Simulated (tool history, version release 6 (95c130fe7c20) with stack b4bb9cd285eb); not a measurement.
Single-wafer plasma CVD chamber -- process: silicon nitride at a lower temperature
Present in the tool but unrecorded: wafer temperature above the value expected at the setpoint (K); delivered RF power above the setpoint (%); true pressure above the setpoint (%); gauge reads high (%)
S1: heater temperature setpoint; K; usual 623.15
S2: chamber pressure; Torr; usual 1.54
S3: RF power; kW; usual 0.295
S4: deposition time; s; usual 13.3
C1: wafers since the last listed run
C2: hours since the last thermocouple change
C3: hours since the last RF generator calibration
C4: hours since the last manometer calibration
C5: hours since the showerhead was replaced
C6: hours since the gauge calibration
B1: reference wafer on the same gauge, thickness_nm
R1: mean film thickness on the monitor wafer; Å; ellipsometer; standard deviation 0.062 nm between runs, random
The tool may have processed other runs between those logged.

run	hour	S1	S2	S3	S4	C1	C2	C3	C4	C5	C6	B1	R1
1	0.0	617.15	1.54	0.295	13.3	0	2054.0	0.5	940.8	10.4	237.0	17.287	147.39
# hour 11.9: capacitance manometer re-zeroed and calibrated
2	13.8	617.15	1.54	0.295	13.3	127	2067.8	14.3	1.9	24.2	250.8	17.317	147.07
3	20.1	617.15	1.54	0.295	13.3	138	2074.1	20.6	8.2	30.5	257.1	17.282	147.36
4	29.1	623.15	1.54	0.250	13.3	197	2083.1	29.6	17.2	39.5	266.1	17.321	127.88
5	56.2	623.15	1.20	0.295	13.3	594	2110.2	56.7	44.3	66.6	293.2	17.306	135.88
6	64.4	623.15	1.78	0.340	13.3	179	2118.4	64.9	52.5	74.8	301.4	17.298	171.67
7	70.8	609.15	1.37	0.295	13.3	140	2124.8	71.3	58.9	81.2	307.8	17.302	141.85
# hour 85.6: RF generator calibrated, repeated, since the last time left the tool worse
8	102.6	609.15	1.80	0.295	13.3	522	2156.6	17.0	90.7	113.0	339.6	17.284	167.36
9	116.4	609.15	1.54	0.295	11.9	302	2170.4	30.8	104.5	126.8	353.4	17.301	144.41
10	134.2	623.15	1.78	0.295	13.3	390	2188.2	48.6	122.3	144.6	371.2	17.293	165.17
11	149.0	610.15	1.31	0.245	14.1	324	2203.0	63.4	137.1	159.4	386.0	17.289	139.30
12	157.3	618.15	1.88	0.335	12.5	182	2211.3	71.7	145.4	167.7	394.3	17.292	173.71
13	174.8	613.15	1.29	0.295	13.3	383	2228.8	89.2	162.9	185.2	411.8	17.307	151.87
14	191.8	609.15	1.54	0.295	13.3	372	2245.8	106.2	179.9	202.2	428.8	17.291	160.56
# hour 200.7: thermocouple changed; heater temperature recalibrated
15	201.2	633.15	1.32	0.295	13.3	30	0.5	115.6	189.3	211.6	438.2	17.307	151.14
16	218.3	628.15	1.18	0.310	14.2	375	17.6	132.7	206.4	228.7	455.3	17.296	162.98
# hour 229.7: gauge calibrated
17	231.0	623.15	1.82	0.295	13.3	278	30.3	145.4	219.1	241.4	1.3	17.315	167.72
18	238.1	623.15	1.37	0.320	12.0	155	37.4	152.5	226.2	248.5	8.4	17.291	148.14
19	250.4	623.15	1.54	0.295	13.3	269	49.7	164.8	238.5	260.8	20.7	17.295	158.82
20	261.0	623.15	1.69	0.295	12.1	232	60.3	175.4	249.1	271.4	31.3	17.292	148.08
21	270.8	623.15	1.54	0.335	15.2	214	70.1	185.2	258.9	281.2	41.1	17.300	198.71
22	313.1	623.15	1.73	0.295	13.3	927	112.4	227.5	301.2	323.5	83.4	17.298	163.83
23	320.9	635.15	1.33	0.340	13.3	171	120.2	235.3	309.0	331.3	91.2	17.310	167.55
24	334.9	623.15	1.54	0.295	13.3	307	134.2	249.3	323.0	345.3	105.2	17.299	159.17
25	348.7	623.15	1.54	0.295	13.3	302	148.0	263.1	336.8	359.1	119.0	17.303	158.30
26	363.3	623.15	1.32	0.295	11.6	320	162.6	277.7	351.4	373.7	133.6	17.279	132.11
27	369.8	623.15	1.54	0.255	12.4	142	169.1	284.2	357.9	380.2	140.1	17.293	131.03

Each row is a separate what-if for the run after 27, all from the same tool condition, not one after another. Results?
A	370.2	623.15	1.54	0.295	13.3	8	169.5	284.6	358.3	380.6	140.5	?	?
B	370.2	623.15	1.69	0.295	15.9	8	169.5	284.6	358.3	380.6	140.5	?	?
C	370.2	623.15	1.18	0.245	15.6	8	169.5	284.6	358.3	380.6	140.5	?	?
D	370.2	619.15	1.39	0.350	13.3	8	169.5	284.6	358.3	380.6	140.5	?	?
E	370.2	617.15	1.80	0.245	13.3	8	169.5	284.6	358.3	380.6	140.5	?	?

run	B1	R1
A	17.298	157.90
B	17.298	193.63
C	17.298	147.19
D	17.298	174.64
E	17.298	141.78
The same runs, with their run-to-run variation unchanged, on a tool lacking any hidden condition would have given:
run	R1
A	159.66
B	195.79
C	148.89
D	176.46
E	143.42
